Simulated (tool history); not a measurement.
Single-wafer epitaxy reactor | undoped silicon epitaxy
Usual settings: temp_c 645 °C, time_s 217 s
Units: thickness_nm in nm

run	hour	temp_c	time_s	read-back reference wafer on the same gauge, thickness_nm	thickness_nm
1	0.0	645	251	26.692	36.369
2	13.5	645	251	26.714	36.244
3	24.5	645	217	26.692	31.344
4	41.4	645	217	26.707	31.400
5	48.4	645	217	26.700	31.258
6	55.0	645	217	26.698	31.380
7	61.2	645	242	26.717	34.948
8	77.0	645	242	26.694	34.855
9	91.9	645	217	26.699	31.496
10	99.1	645	217	26.704	31.351
11	138.2	645	217	26.708	31.390
12	185.7	645	184	26.692	26.624
# hour 195.6: pyrometer calibrated
13	226.8	645	184	26.708	27.723
# hour 228.5: gauge calibrated
14	242.4	645	217	26.708	32.889
15	258.5	645	217	26.714	32.801
16	303.5	645	217	26.689	32.656
17	317.9	645	217	26.702	32.563
18	332.7	645	206	26.716	31.032
19	359.1	645	206	26.696	30.942
20	370.2	632	217	26.698	25.293
21	381.7	651	217	26.700	36.657
22	388.8	645	217	26.705	32.643
23	402.5	645	217	26.704	32.685
24	411.8	650	217	26.703	35.855
25	424.5	645	217	26.707	32.441
26	435.3	637	197	26.689	25.214
27	444.7	636	186	26.692	23.244
28	458.1	645	217	26.704	32.420
29	469.6	634	248	26.704	29.904
30	483.1	645	217	26.713	32.291
31	495.2	653	251	26.706	43.661
32	501.5	645	217	26.699	32.440
33	513.0	653	199	26.706	34.619
34	519.2	645	217	26.713	32.389
35	534.1	645	241	26.701	35.859
36	543.4	657	193	26.701	36.330
37	559.1	636	204	26.701	25.422
38	571.6	645	183	26.702	27.362
39	577.8	656	193	26.703	35.417

Forecast each of these 5 alternatives for the next run:
A	578.3	645	217	?	?
B	578.3	655	197	?	?
C	578.3	660	200	?	?
D	578.3	638	217	?	?
E	578.3	652	228	?	?

run	read-back reference wafer on the same gauge, thickness_nm	thickness_nm
A	26.699	32.265
B	26.699	35.503
C	26.699	39.629
D	26.699	28.138
E	26.699	38.801
Without the tool's hidden state the same runs would have given:
run	thickness_nm
A	32.873
B	36.159
C	40.354
D	28.676
E	39.522
